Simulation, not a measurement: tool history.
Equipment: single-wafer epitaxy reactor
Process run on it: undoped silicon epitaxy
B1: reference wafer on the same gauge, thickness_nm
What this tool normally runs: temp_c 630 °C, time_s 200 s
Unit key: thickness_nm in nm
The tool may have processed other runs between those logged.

run 1 hour=0 | temp_c=636 time_s=200 | B1=19.494 | thickness_nm=22.689
run 2 hour=75.1 | temp_c=636 time_s=200 | B1=19.488 | thickness_nm=22.817
run 3 hour=138.1 | temp_c=636 time_s=200 | B1=19.51 | thickness_nm=22.797
run 4 hour=241.4 | temp_c=630 time_s=200 | B1=19.47 | thickness_nm=19.929
run 5 hour=284.3 | temp_c=630 time_s=200 | B1=19.467 | thickness_nm=20.086
run 6 hour=368.6 | temp_c=630 time_s=200 | B1=19.527 | thickness_nm=20.13
run 7 hour=448.5 | temp_c=630 time_s=200 | B1=19.484 | thickness_nm=19.968
run 8 hour=495.2 | temp_c=630 time_s=200 | B1=19.506 | thickness_nm=20.154
run 9 hour=533.8 | temp_c=630 time_s=200 | B1=19.471 | thickness_nm=20.095
run 10 hour=637.4 | temp_c=630 time_s=200 | B1=19.479 | thickness_nm=20.08
run 11 hour=698.8 | temp_c=630 time_s=200 | B1=19.49 | thickness_nm=20.066
run 12 hour=773.9 | temp_c=630 time_s=200 | B1=19.502 | thickness_nm=20.002
run 13 hour=870.4 | temp_c=630 time_s=200 | B1=19.507 | thickness_nm=19.678
run 14 hour=908.9 | temp_c=630 time_s=180 | B1=19.508 | thickness_nm=17.802
run 15 hour=968.9 | temp_c=630 time_s=180 | B1=19.514 | thickness_nm=17.974
run 16 hour=1064.5 | temp_c=630 time_s=200 | B1=19.496 | thickness_nm=19.943
run 17 hour=1128.1 | temp_c=630 time_s=200 | B1=19.498 | thickness_nm=20.019
-- hour=1168.2 gauge calibrated
run 18 hour=1200.3 | temp_c=630 time_s=200 | B1=19.491 | thickness_nm=19.819
run 19 hour=1284.6 | temp_c=630 time_s=200 | B1=19.507 | thickness_nm=20.149
run 20 hour=1355.8 | temp_c=630 time_s=200 | B1=19.525 | thickness_nm=19.691
-- hour=1394.7 pyrometer calibrated
run 21 hour=1439.9 | temp_c=644 time_s=161 | B1=19.487 | thickness_nm=22.017
run 22 hour=1497.2 | temp_c=630 time_s=200 | B1=19.504 | thickness_nm=21.019
run 23 hour=1536.2 | temp_c=616 time_s=200 | B1=19.475 | thickness_nm=15.695
run 24 hour=1618.7 | temp_c=630 time_s=200 | B1=19.466 | thickness_nm=20.695
run 25 hour=1765.5 | temp_c=630 time_s=173 | B1=19.491 | thickness_nm=17.528
run 26 hour=1858.9 | temp_c=634 time_s=200 | B1=19.522 | thickness_nm=22.196
run 27 hour=1933.9 | temp_c=625 time_s=176 | B1=19.488 | thickness_nm=16.315
run 28 hour=1984.3 | temp_c=630 time_s=200 | B1=19.485 | thickness_nm=20.271
run 29 hour=2032.4 | temp_c=630 time_s=200 | B1=19.457 | thickness_nm=20.33
run 30 hour=2136.9 | temp_c=643 time_s=200 | B1=19.489 | thickness_nm=26.006
run 31 hour=2185.1 | temp_c=630 time_s=200 | B1=19.515 | thickness_nm=20.179
run 32 hour=2265.5 | temp_c=630 time_s=200 | B1=19.49 | thickness_nm=20.48
run 33 hour=2352.3 | temp_c=621 time_s=218 | B1=19.483 | thickness_nm=18.221
run 34 hour=2421.4 | temp_c=626 time_s=200 | B1=19.493 | thickness_nm=18.647
run 35 hour=2487.4 | temp_c=641 time_s=164 | B1=19.518 | thickness_nm=20.491
run 36 hour=2550.6 | temp_c=630 time_s=200 | B1=19.496 | thickness_nm=20.006
run 37 hour=2647.6 | temp_c=630 time_s=200 | B1=19.475 | thickness_nm=19.984
run 38 hour=2735.4 | temp_c=624 time_s=213 | B1=19.477 | thickness_nm=18.787
run 39 hour=2835.5 | temp_c=639 time_s=200 | B1=19.507 | thickness_nm=23.913
run 40 hour=2902.3 | temp_c=642 time_s=210 | B1=19.529 | thickness_nm=26.533
-- hour=2935.4 gauge calibrated
run 41 hour=2946.3 | temp_c=630 time_s=200 | B1=19.51 | thickness_nm=19.772

Below, each run's measurement less what the same run would have read without the hidden state. Both values contain the same run-to-run variation, but the gauge's scatter may not be the same in both:
What the log doesn't record here: wafer temperature above the value expected at the setpoint (K); gauge reads high (%).
run=1 thickness_nm=-1.003
run=2 thickness_nm=-1.039
run=3 thickness_nm=-1.061
run=4 thickness_nm=-0.968
run=5 thickness_nm=-0.988
run=6 thickness_nm=-1.011
run=7 thickness_nm=-1.021
run=8 thickness_nm=-1.04
run=9 thickness_nm=-1.045
run=10 thickness_nm=-1.063
run=11 thickness_nm=-1.072
run=12 thickness_nm=-1.08
run=13 thickness_nm=-1.076
run=14 thickness_nm=-0.978
run=15 thickness_nm=-0.994
run=16 thickness_nm=-1.113
run=17 thickness_nm=-1.123
run=18 thickness_nm=-1.118
run=19 thickness_nm=-1.144
run=20 thickness_nm=-1.123
run=21 thickness_nm=-0.093
run=22 thickness_nm=-0.175
run=23 thickness_nm=-0.175
run=24 thickness_nm=-0.328
run=25 thickness_nm=-0.415
run=26 thickness_nm=-0.616
run=27 thickness_nm=-0.513
run=28 thickness_nm=-0.671
run=29 thickness_nm=-0.709
run=30 thickness_nm=-0.973
run=31 thickness_nm=-0.804
run=32 thickness_nm=-0.863
run=33 thickness_nm=-0.823
run=34 thickness_nm=-0.864
run=35 thickness_nm=-0.95
run=36 thickness_nm=-0.973
run=37 thickness_nm=-1.007
run=38 thickness_nm=-0.986
run=39 thickness_nm=-1.251
run=40 thickness_nm=-1.404
run=41 thickness_nm=-1.082
